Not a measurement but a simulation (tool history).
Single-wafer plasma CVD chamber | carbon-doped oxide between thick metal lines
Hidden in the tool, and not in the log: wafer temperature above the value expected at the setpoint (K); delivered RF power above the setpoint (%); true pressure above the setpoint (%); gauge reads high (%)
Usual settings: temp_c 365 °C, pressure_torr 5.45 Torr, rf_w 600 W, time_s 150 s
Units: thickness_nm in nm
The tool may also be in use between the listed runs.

| run | hour | temp_c | pressure_torr | rf_w | time_s | wafers since the last listed run | hours since the last thermocouple change | hours since the last RF generator calibration | hours since the last manometer calibration | hours since the showerhead was replaced | hours since the gauge calibration | read-back reference wafer on the same gauge, thickness_nm | thickness_nm |
|---|---|---|---|---|---|---|---|---|---|---|---|---|---|
| 1 | 0.0 | 365 | 5.45 | 660 | 150 | 0 | 2452.4 | 973.6 | 1904.1 | 3353.7 | 291.4 | 890.603 | 949.884 |
| 2 | 11.1 | 365 | 5.45 | 600 | 172 | 153 | 2463.5 | 984.7 | 1915.2 | 3364.8 | 302.5 | 890.797 | 1003.008 |
| 3 | 22.1 | 365 | 5.45 | 600 | 170 | 151 | 2474.5 | 995.7 | 1926.2 | 3375.8 | 313.5 | 889.531 | 1006.261 |
| 4 | 30.3 | 365 | 5.45 | 600 | 150 | 113 | 2482.7 | 1003.9 | 1934.4 | 3384.0 | 321.7 | 889.616 | 885.684 |
| 5 | 37.6 | 365 | 5.45 | 600 | 150 | 100 | 2490.0 | 1011.2 | 1941.7 | 3391.3 | 329.0 | 889.771 | 888.578 |
| 6 | 49.8 | 365 | 5.45 | 600 | 150 | 168 | 2502.2 | 1023.4 | 1953.9 | 3403.5 | 341.2 | 889.858 | 879.351 |
| 7 | 58.9 | 365 | 5.45 | 600 | 150 | 125 | 2511.3 | 1032.5 | 1963.0 | 3412.6 | 350.3 | 891.943 | 883.387 |
| 8 | 95.9 | 365 | 5.45 | 600 | 150 | 510 | 2548.3 | 1069.5 | 2000.0 | 3449.6 | 387.3 | 890.348 | 884.088 |
| 9 | 107.1 | 365 | 5.45 | 600 | 150 | 154 | 2559.5 | 1080.7 | 2011.2 | 3460.8 | 398.5 | 890.548 | 876.843 |
| 10 | 146.9 | 375 | 5.45 | 600 | 150 | 549 | 2599.3 | 1120.5 | 2051.0 | 3500.6 | 438.3 | 889.244 | 856.569 |
| 11 | 155.1 | 375 | 5.45 | 600 | 150 | 113 | 2607.5 | 1128.7 | 2059.2 | 3508.8 | 446.5 | 890.795 | 855.690 |
| 12 | 170.3 | 365 | 5.45 | 600 | 150 | 209 | 2622.7 | 1143.9 | 2074.4 | 3524.0 | 461.7 | 889.248 | 875.585 |
| 13 | 221.6 | 365 | 5.45 | 600 | 150 | 708 | 2674.0 | 1195.2 | 2125.7 | 3575.3 | 513.0 | 891.818 | 871.259 |
| 14 | 236.4 | 372 | 5.05 | 600 | 150 | 204 | 2688.8 | 1210.0 | 2140.5 | 3590.1 | 527.8 | 889.044 | 850.526 |
|  | 249.5 | thermocouple changed; heater temperature recalibrated |
| 15 | 250.0 | 356 | 5.45 | 705 | 169 | 77 | 0.5 | 1223.6 | 2154.1 | 3603.7 | 541.4 | 890.442 | 1134.663 |
| 16 | 257.3 | 365 | 4.21 | 670 | 150 | 100 | 7.8 | 1230.9 | 2161.4 | 3611.0 | 548.7 | 888.992 | 917.359 |
|  | 266.3 | gauge calibrated |
|  | 271.9 | RF generator calibrated |
| 17 | 272.4 | 365 | 5.00 | 645 | 150 | 97 | 22.9 | 0.5 | 2176.5 | 3626.1 | 6.1 | 890.154 | 956.222 |
| 18 | 289.3 | 365 | 5.97 | 600 | 125 | 233 | 39.8 | 17.4 | 2193.4 | 3643.0 | 23.0 | 890.822 | 787.616 |
|  | 303.3 | capacitance manometer re-zeroed and calibrated |
|  | 307.0 | showerhead replaced |
| 19 | 307.5 | 365 | 5.97 | 600 | 125 | 89 | 58.0 | 35.6 | 4.2 | 0.5 | 41.2 | 889.855 | 781.771 |
| 20 | 312.3 | 365 | 5.45 | 700 | 150 | 66 | 62.8 | 40.4 | 9.0 | 5.3 | 46.0 | 890.174 | 1027.753 |
| 21 | 321.9 | 351 | 6.53 | 710 | 136 | 132 | 72.4 | 50.0 | 18.6 | 14.9 | 55.6 | 890.446 | 994.964 |
| 22 | 334.0 | 356 | 5.45 | 655 | 138 | 167 | 84.5 | 62.1 | 30.7 | 27.0 | 67.7 | 889.382 | 925.104 |
| 23 | 346.0 | 365 | 5.97 | 600 | 125 | 165 | 96.5 | 74.1 | 42.7 | 39.0 | 79.7 | 890.436 | 774.009 |
| 24 | 361.5 | 370 | 4.68 | 695 | 122 | 213 | 112.0 | 89.6 | 58.2 | 54.5 | 95.2 | 890.088 | 803.013 |
| 25 | 371.6 | 365 | 6.07 | 675 | 133 | 139 | 122.1 | 99.7 | 68.3 | 64.6 | 105.3 | 889.044 | 898.767 |
| 26 | 384.5 | 371 | 5.45 | 645 | 150 | 178 | 135.0 | 112.6 | 81.2 | 77.5 | 118.2 | 892.431 | 945.779 |
| 27 | 399.7 | 372 | 5.05 | 600 | 150 | 209 | 150.2 | 127.8 | 96.4 | 92.7 | 133.4 | 888.911 | 887.778 |
| 28 | 408.0 | 365 | 4.95 | 665 | 179 | 114 | 158.5 | 136.1 | 104.7 | 101.0 | 141.7 | 887.845 | 1153.371 |

Hidden state at the last listed run before each entry between runs and at the first one after, where it differs:
Between runs 14 and 15: thermocouple changed; heater temperature recalibrated (hour 249.5)
  delivered RF power above the setpoint (%): -7.54 -> -7.56
  measured less the result without the state, thickness_nm: -50.379 -> -65.157 nm
Between runs 16 and 17: gauge calibrated (hour 266.3); RF generator calibrated (hour 271.9)
  delivered RF power above the setpoint (%): -7.56 -> -0.446
  measured less the result without the state, thickness_nm: -53.452 -> -3.017 nm
Between runs 18 and 19: capacitance manometer re-zeroed and calibrated (hour 303.3); showerhead replaced (hour 307.0)
  delivered RF power above the setpoint (%): -0.772 -> -1.11
  measured less the result without the state, thickness_nm: -4.445 -> -6.352 nm

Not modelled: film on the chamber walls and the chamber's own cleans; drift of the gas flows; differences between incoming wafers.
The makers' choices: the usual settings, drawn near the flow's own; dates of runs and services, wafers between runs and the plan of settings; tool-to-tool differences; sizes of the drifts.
